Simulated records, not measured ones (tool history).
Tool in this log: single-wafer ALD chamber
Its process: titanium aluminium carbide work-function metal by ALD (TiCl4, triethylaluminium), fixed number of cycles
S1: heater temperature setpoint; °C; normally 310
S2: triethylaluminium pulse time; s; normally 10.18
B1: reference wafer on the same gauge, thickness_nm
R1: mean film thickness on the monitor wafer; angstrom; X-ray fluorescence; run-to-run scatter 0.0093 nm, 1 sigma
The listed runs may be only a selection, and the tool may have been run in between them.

{"run": 1, "hour": 0.0, "S1": 315, "S2": 12.69, "B1": 1.701, "R1": 21.18}
{"run": 2, "hour": 67.8, "S1": 315, "S2": 12.69, "B1": 1.699, "R1": 21.01}
{"hour": 92.3, "done": "thermocouple changed; heater temperature recalibrated"}
{"run": 3, "hour": 166.2, "S1": 310, "S2": 10.18, "B1": 1.7, "R1": 20.61}
{"run": 4, "hour": 233.4, "S1": 310, "S2": 10.18, "B1": 1.699, "R1": 20.67}
{"run": 5, "hour": 303.1, "S1": 310, "S2": 10.18, "B1": 1.699, "R1": 20.61}
{"run": 6, "hour": 348.2, "S1": 310, "S2": 10.18, "B1": 1.701, "R1": 20.3}
{"run": 7, "hour": 425.4, "S1": 310, "S2": 10.18, "B1": 1.7, "R1": 20.36}
{"run": 8, "hour": 517.0, "S1": 310, "S2": 10.18, "B1": 1.701, "R1": 20.27}
{"run": 9, "hour": 563.4, "S1": 310, "S2": 10.18, "B1": 1.704, "R1": 20.27}
{"run": 10, "hour": 617.1, "S1": 304, "S2": 10.18, "B1": 1.702, "R1": 19.7}
{"run": 11, "hour": 655.0, "S1": 310, "S2": 10.18, "B1": 1.698, "R1": 20.23}
{"run": 12, "hour": 753.1, "S1": 310, "S2": 10.18, "B1": 1.7, "R1": 20.18}
{"run": 13, "hour": 811.8, "S1": 310, "S2": 10.18, "B1": 1.698, "R1": 20.11}
{"run": 14, "hour": 882.1, "S1": 310, "S2": 10.18, "B1": 1.699, "R1": 19.97}
{"run": 15, "hour": 962.5, "S1": 310, "S2": 10.18, "B1": 1.7, "R1": 19.76}
{"hour": 971.5, "done": "thermocouple changed; heater temperature recalibrated"}
{"hour": 1006.3, "done": "showerhead replaced"}
{"run": 16, "hour": 1011.6, "S1": 310, "S2": 7.13, "B1": 1.698, "R1": 18.46}
{"run": 17, "hour": 1102.5, "S1": 317, "S2": 12.11, "B1": 1.697, "R1": 21.38}
{"run": 18, "hour": 1147.2, "S1": 299, "S2": 14.11, "B1": 1.7, "R1": 20.12}
{"run": 19, "hour": 1230.2, "S1": 299, "S2": 10.18, "B1": 1.699, "R1": 19.35}
{"run": 20, "hour": 1290.4, "S1": 310, "S2": 10.18, "B1": 1.697, "R1": 20.07}
{"run": 21, "hour": 1361.2, "S1": 310, "S2": 10.18, "B1": 1.699, "R1": 20.07}
{"run": 22, "hour": 1399.0, "S1": 296, "S2": 12.53, "B1": 1.698, "R1": 19.55}
{"hour": 1447.7, "done": "gauge calibrated"}
{"run": 23, "hour": 1500.7, "S1": 310, "S2": 10.18, "B1": 1.698, "R1": 19.82}
{"run": 24, "hour": 1577.8, "S1": 320, "S2": 12.78, "B1": 1.701, "R1": 21.37}
{"run": 25, "hour": 1669.9, "S1": 310, "S2": 8.92, "B1": 1.699, "R1": 19.41}
{"hour": 1704.0, "done": "triethylaluminium bottle replaced"}
{"run": 26, "hour": 1739.1, "S1": 310, "S2": 6.13, "B1": 1.699, "R1": 18.1}
{"run": 27, "hour": 1824.6, "S1": 322, "S2": 7.69, "B1": 1.701, "R1": 20.33}
{"hour": 1832.8, "done": "thermocouple changed; heater temperature recalibrated"}
{"run": 28, "hour": 1895.5, "S1": 310, "S2": 10.18, "B1": 1.699, "R1": 20.62}
{"run": 29, "hour": 1984.2, "S1": 310, "S2": 12.7, "B1": 1.702, "R1": 21.16}
{"run": 30, "hour": 2088.4, "S1": 320, "S2": 11.51, "B1": 1.697, "R1": 21.48}
{"run": 31, "hour": 2170.7, "S1": 297, "S2": 6.4, "B1": 1.697, "R1": 17.06}

How would selected steps in R1 from run to run divide? Give the signed amount a tool lacking its hidden state would still show from settings, what came in and random variation, and the signed amount left for the hidden state, including any gauge scatter that is not in both of the compared results.
Hidden conditions of the tool in this case: wafer temperature above the value expected at the setpoint (K); triethylaluminium dose above that of a fresh bottle (%); gauge reads high (%).
Run 16 -> 17: S1 310 -> 317, S2 7.13 -> 12.11. R1 +2.92 angstrom: hidden state +0.64, all else +2.28.
Run 24 -> 25: S1 320 -> 310, S2 12.78 -> 8.92. R1 -1.96 angstrom: hidden state -0.53, all else -1.43.
Run 25 -> 26: S2 8.92 -> 6.13, triethylaluminium bottle replaced. R1 -1.31 angstrom: hidden state +0.7, all else -2.01.
Run 26 -> 27: S1 310 -> 322, S2 6.13 -> 7.69. R1 +2.23 angstrom: hidden state -0.15, all else +2.38.
Run 30 -> 31: S1 320 -> 297, S2 11.51 -> 6.4. R1 -4.42 angstrom: hidden state -0.51, all else -3.91.
